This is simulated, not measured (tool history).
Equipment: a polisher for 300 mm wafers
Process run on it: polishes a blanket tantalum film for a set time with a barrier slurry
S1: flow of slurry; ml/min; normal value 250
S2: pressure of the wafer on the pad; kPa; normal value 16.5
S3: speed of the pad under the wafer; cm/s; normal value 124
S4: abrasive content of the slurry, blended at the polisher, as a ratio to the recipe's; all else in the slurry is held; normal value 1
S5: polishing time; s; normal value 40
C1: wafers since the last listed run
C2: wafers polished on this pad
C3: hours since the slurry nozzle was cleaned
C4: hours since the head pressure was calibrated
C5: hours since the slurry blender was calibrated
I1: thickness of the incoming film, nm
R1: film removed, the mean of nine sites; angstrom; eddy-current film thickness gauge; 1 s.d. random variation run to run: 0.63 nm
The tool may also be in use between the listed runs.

run,hour,S1,S2,S3,S4,S5,C1,C2,C3,C4,C5,I1,R1
1,0,250,16.5,124,1,40,0,429,481,433.4,76,292.7,856
# hour 107.1: slurry nozzle cleaned
2,129,250,16.5,124,1,40,1905,2334,21.9,562.4,205,295.3,853
3,163.5,250,16.5,124,1,40,513,2847,56.4,596.9,239.5,290.9,843
4,206.5,310,16.5,124,1,48,640,3487,99.4,639.9,282.5,287.4,1032
5,236.8,310,16.5,124,1,48,450,3938,129.7,670.2,312.8,293.2,1036
6,280.2,250,16.5,124,1,40,645,4584,173.1,713.6,356.2,292,827
7,331.7,250,14.5,124,1,28,766,5351,224.6,765.1,407.7,285.9,533
8,392.5,250,16.5,124,1,40,904,6256,285.4,825.9,468.5,292.8,819
# hour 394.5: slurry blender recalibrated
# hour 431.2: worn pad replaced by a new one
9,444.7,250,16.5,124,1,40,687,200,337.6,878.1,50.2,286.9,852
# hour 503.5: head pressure recalibrated
10,511.2,250,16.5,142,0.8,40,960,1160,404.1,7.7,116.7,291.5,938
11,539.9,275,16.5,138,0.85,40,427,1587,432.8,36.4,145.4,286.1,920
12,600.7,310,16.5,124,1,40,904,2492,493.6,97.2,206.2,291.6,869
13,629.4,310,16.5,124,1,40,427,2919,522.3,125.9,234.9,290,874
14,659.8,275,16.5,138,0.85,40,452,3372,552.7,156.3,265.3,288.6,914
# hour 676.6: slurry nozzle cleaned
15,684.5,335,14.5,124,0.8,40,352,3725,7.9,181,290,293.1,767
16,729.2,250,16.5,124,1,40,665,4390,52.6,225.7,334.7,286.4,846
17,800.4,250,20,124,1,40,1059,5450,123.8,296.9,405.9,290.2,934
18,824.7,250,16.5,124,1,40,361,5811,148.1,321.2,430.2,291.5,819
19,895.3,320,11.7,124,1.25,40,1050,6862,218.7,391.8,500.8,291.7,718
# hour 898.8: slurry blender recalibrated
# hour 924: worn pad replaced by a new one
20,949.1,175,16.5,124,1,40,711,373,272.5,445.6,50.3,289,802
21,999.2,195,16.5,124,1.15,30,745,1119,322.6,495.7,100.4,289.1,624
22,1041.7,250,16.5,124,1,40,632,1751,365.1,538.2,142.9,288.8,852
23,1078.1,250,16.5,124,1,40,541,2293,401.5,574.6,179.3,290.6,846
24,1146.3,250,22.1,124,1,32,1015,3308,469.7,642.8,247.5,287.5,826
25,1185.6,250,16.5,124,1,40,584,3893,509,682.1,286.8,290.3,838
26,1210.4,290,16.5,124,1,31,369,4262,533.8,706.9,311.6,292.8,665
# hour 1248.7: slurry nozzle cleaned
27,1256.9,250,16.5,124,1,40,677,4940,8.2,753.4,358.1,285.9,839
# hour 1301.9: head pressure recalibrated
28,1316,325,16.5,96,1.3,40,849,5789,67.3,14.1,417.2,287.6,702
# hour 1351.4: worn pad replaced by a new one
29,1356.4,250,16.5,82,1,40,541,74,107.7,54.5,457.6,290.5,544

Some steps in R1 between neighbouring runs. How much of each would the tool show without its hidden state too (settings, what came in, random variation), and how much is left for the hidden state, with any gauge scatter that isn't in both results?
Hidden conditions of the tool in this case: removal rate lost through wear of the pad, %; slurry flow missing at the pad, %; deviation of the head's pressure from its setpoint, %; abrasive missing from the slurry, %.
Run 6 -> 7: S2 16.5 -> 14.5, S5 40 -> 28. R1 -294 angstrom: hidden state +5, all else -299.
Run 7 -> 8: S2 14.5 -> 16.5, S5 28 -> 40. R1 +286 angstrom: hidden state -19, all else +305.
Run 8 -> 9: slurry blender recalibrated, worn pad replaced by a new one. R1 +33 angstrom: hidden state +35, all else -2.
Run 19 -> 20: S1 320 -> 175, S2 11.7 -> 16.5, S4 1.25 -> 1, slurry blender recalibrated, worn pad replaced by a new one. R1 +84 angstrom: hidden state +25, all else +59.

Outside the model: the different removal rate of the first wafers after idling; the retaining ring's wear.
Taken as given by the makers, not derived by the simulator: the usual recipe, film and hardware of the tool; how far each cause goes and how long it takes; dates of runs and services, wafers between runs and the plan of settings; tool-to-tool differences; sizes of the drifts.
